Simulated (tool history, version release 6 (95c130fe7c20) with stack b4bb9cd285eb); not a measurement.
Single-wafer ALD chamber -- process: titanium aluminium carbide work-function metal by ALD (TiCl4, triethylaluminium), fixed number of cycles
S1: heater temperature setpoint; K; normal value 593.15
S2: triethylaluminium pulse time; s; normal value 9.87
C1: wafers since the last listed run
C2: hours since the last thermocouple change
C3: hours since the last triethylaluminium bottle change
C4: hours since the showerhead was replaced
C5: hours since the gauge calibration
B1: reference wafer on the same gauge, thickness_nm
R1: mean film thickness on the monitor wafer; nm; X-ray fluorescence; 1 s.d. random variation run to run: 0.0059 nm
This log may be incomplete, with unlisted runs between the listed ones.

run 1 hour=0 | S1=593.15 S2=9.87 | C1=0 C2=992.5 C3=82 C4=4916.9 C5=545.3 | B1=1.878 | R1=2.214
run 2 hour=21 | S1=593.15 S2=9.87 | C1=172 C2=1013.5 C3=103 C4=4937.9 C5=566.3 | B1=1.88 | R1=2.211
run 3 hour=88.3 | S1=593.15 S2=9.87 | C1=553 C2=1080.8 C3=170.3 C4=5005.2 C5=633.6 | B1=1.879 | R1=2.208
run 4 hour=122.4 | S1=593.15 S2=9.87 | C1=280 C2=1114.9 C3=204.4 C4=5039.3 C5=667.7 | B1=1.879 | R1=2.21
run 5 hour=144.5 | S1=589.15 S2=9.87 | C1=181 C2=1137 C3=226.5 C4=5061.4 C5=689.8 | B1=1.881 | R1=2.188
run 6 hour=169.2 | S1=589.15 S2=9.87 | C1=202 C2=1161.7 C3=251.2 C4=5086.1 C5=714.5 | B1=1.88 | R1=2.186
run 7 hour=189.1 | S1=593.15 S2=9.87 | C1=163 C2=1181.6 C3=271.1 C4=5106 C5=734.4 | B1=1.881 | R1=2.218
run 8 hour=214.4 | S1=593.15 S2=9.87 | C1=207 C2=1206.9 C3=296.4 C4=5131.3 C5=759.7 | B1=1.881 | R1=2.206
run 9 hour=250.1 | S1=593.15 S2=9.87 | C1=293 C2=1242.6 C3=332.1 C4=5167 C5=795.4 | B1=1.878 | R1=2.219
run 10 hour=265 | S1=593.15 S2=9.87 | C1=122 C2=1257.5 C3=347 C4=5181.9 C5=810.3 | B1=1.88 | R1=2.224
run 11 hour=289.1 | S1=593.15 S2=9.87 | C1=198 C2=1281.6 C3=371.1 C4=5206 C5=834.4 | B1=1.88 | R1=2.219
run 12 hour=311.9 | S1=580.15 S2=6.58 | C1=187 C2=1304.4 C3=393.9 C4=5228.8 C5=857.2 | B1=1.879 | R1=1.885
run 13 hour=331.4 | S1=587.15 S2=8.35 | C1=160 C2=1323.9 C3=413.4 C4=5248.3 C5=876.7 | B1=1.88 | R1=2.098
run 14 hour=361.8 | S1=593.15 S2=7.29 | C1=249 C2=1354.3 C3=443.8 C4=5278.7 C5=907.1 | B1=1.881 | R1=2.085
run 15 hour=383.4 | S1=593.15 S2=11.97 | C1=177 C2=1375.9 C3=465.4 C4=5300.3 C5=928.7 | B1=1.88 | R1=2.271
-- hour=402.7 thermocouple changed; heater temperature recalibrated
run 16 hour=403.2 | S1=593.15 S2=9.87 | C1=96 C2=0.5 C3=485.2 C4=5320.1 C5=948.5 | B1=1.88 | R1=2.177
run 17 hour=429.7 | S1=593.15 S2=9.87 | C1=217 C2=27 C3=511.7 C4=5346.6 C5=975 | B1=1.88 | R1=2.177
run 18 hour=456 | S1=579.15 S2=7.02 | C1=216 C2=53.3 C3=538 C4=5372.9 C5=1001.3 | B1=1.879 | R1=1.895
-- hour=474.2 showerhead replaced
run 19 hour=475.8 | S1=586.15 S2=9.87 | C1=96 C2=73.1 C3=557.8 C4=1.6 C5=1021.1 | B1=1.879 | R1=2.117
-- hour=494.6 triethylaluminium bottle replaced
run 20 hour=501.7 | S1=607.15 S2=13.76 | C1=147 C2=99 C3=7.1 C4=27.5 C5=1047 | B1=1.88 | R1=2.373

Run 21 has not been measured yet. What should we expect?
-- hour=516.3 gauge calibrated
run 21 hour=535.4 | S1=593.15 S2=9.87 | C1=276 C2=132.7 C3=40.8 C4=61.2 C5=19.1 | B1=? | R1=?

{"run 21": {"B1": 1.88, "R1": 2.173}}
On a tool with no hidden condition, and with the same random variation, this run would have come out at R1 2.173 nm.

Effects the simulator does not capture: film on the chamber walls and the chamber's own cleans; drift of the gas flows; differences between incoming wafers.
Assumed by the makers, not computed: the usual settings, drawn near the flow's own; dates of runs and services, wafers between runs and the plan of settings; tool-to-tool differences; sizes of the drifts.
